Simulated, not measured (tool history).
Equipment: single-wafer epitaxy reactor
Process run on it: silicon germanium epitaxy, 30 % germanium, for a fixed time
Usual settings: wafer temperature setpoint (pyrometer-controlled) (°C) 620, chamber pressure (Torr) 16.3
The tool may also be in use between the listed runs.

run    hour  wafer temperature setpoint (pyrometer-controlled) (°C)  chamber pressure (Torr)  wafers since the last listed run  hours since the last pyrometer calibration  hours since the last manometer calibration  hours since the showerhead was replaced  hours since the gauge calibration  read-back reference wafer on the same gauge, thickness_nm  mean film thickness on the monitor wafer (angstrom)
  1     0.0                                                     620                     16.3                                 0                                       113.8                                      1142.5                                   3889.3                             1054.2                                                     68.036                                               828.94
  2    25.6                                                     620                     16.3                               607                                       139.4                                      1168.1                                   3914.9                             1079.8                                                     67.994                                               825.70
  3    82.5                                                     620                     16.3                              1351                                       196.3                                      1225.0                                   3971.8                             1136.7                                                     68.003                                               821.64
  4   138.2                                                     620                     16.3                              1322                                       252.0                                      1280.7                                   4027.5                             1192.4                                                     68.027                                               826.30
  5   204.9                                                     620                     16.3                              1583                                       318.7                                      1347.4                                   4094.2                             1259.1                                                     67.982                                               829.25
  6   276.5                                                     620                     16.3                              1700                                       390.3                                      1419.0                                   4165.8                             1330.7                                                     68.023                                               827.98
  7   328.1                                                     612                     13.1                              1225                                       441.9                                      1470.6                                   4217.4                             1382.3                                                     68.028                                               661.06
  8   357.3                                                     612                     13.1                               693                                       471.1                                      1499.8                                   4246.6                             1411.5                                                     68.077                                               664.06
  9   383.1                                                     626                     13.7                               612                                       496.9                                      1525.6                                   4272.4                             1437.3                                                     67.980                                               837.90
 10   453.8                                                     626                     13.7                              1678                                       567.6                                      1596.3                                   4343.1                             1508.0                                                     68.048                                               840.37
 11   493.7                                                     616                     16.3                               947                                       607.5                                      1636.2                                   4383.0                             1547.9                                                     67.969                                               790.02
      541.9  -- capacitance manometer re-zeroed and calibrated
 12   564.0                                                     616                     16.3                              1479                                       677.8                                        22.1                                   4453.3                             1618.2                                                     67.981                                               787.50
 13   602.0                                                     620                     16.3                               902                                       715.8                                        60.1                                   4491.3                             1656.2                                                     68.011                                               831.72
 14   668.5                                                     609                     12.3                              1579                                       782.3                                       126.6                                   4557.8                             1722.7                                                     68.033                                               623.67
      712.0  -- gauge calibrated
 15   733.4                                                     612                     19.4                              1541                                       847.2                                       191.5                                   4622.7                               21.4                                                     67.957                                               805.23
 16   782.0                                                     635                     15.2                              1154                                       895.8                                       240.1                                   4671.3                               70.0                                                     68.014                                              1026.21
 17   850.3                                                     608                     13.5                              1621                                       964.1                                       308.4                                   4739.6                              138.3                                                     68.019                                               644.35
 18   891.1                                                     620                     18.6                               968                                      1004.9                                       349.2                                   4780.4                              179.1                                                     68.070                                               898.57
 19   943.0                                                     607                     14.2                              1232                                      1056.8                                       401.1                                   4832.3                              231.0                                                     68.005                                               658.10
      965.7  -- pyrometer calibrated
     1002.6  -- showerhead replaced
 20  1041.7                                                     620                     16.3                              1963                                        76.0                                       499.8                                     39.1                              329.7                                                     68.063                                               819.98
 21  1110.0                                                     613                     14.4                              1621                                       144.3                                       568.1                                    107.4                              398.0                                                     67.970                                               692.54
 22  1140.8                                                     620                     19.9                               731                                       175.1                                       598.9                                    138.2                              428.8                                                     67.998                                               898.07
 23  1190.5                                                     624                     19.9                              1180                                       224.8                                       648.6                                    187.9                              478.5                                                     68.002                                               954.43
 24  1253.3                                                     629                     14.0                              1491                                       287.6                                       711.4                                    250.7                              541.3                                                     68.076                                               877.37
 25  1292.8                                                     613                     20.1                               938                                       327.1                                       750.9                                    290.2                              580.8                                                     68.015                                               810.93
 26  1351.7                                                     633                     14.2                              1398                                       386.0                                       809.8                                    349.1                              639.7                                                     67.966                                               949.12

Estimate the outcome of run 27 from the log above:
 27  1389.4                                                     620                     16.3                               895                                       423.7                                       847.5                                    386.8                              677.4                                                          ?                                                    ?

{"run 27": {"read-back reference wafer on the same gauge, thickness_nm": 67.958, "mean film thickness on the monitor wafer (angstrom)": 826.54}}
Were there no unlogged condition in the tool, this run, its random variation unchanged, would have produced mean film thickness on the monitor wafer (angstrom) 820.33.
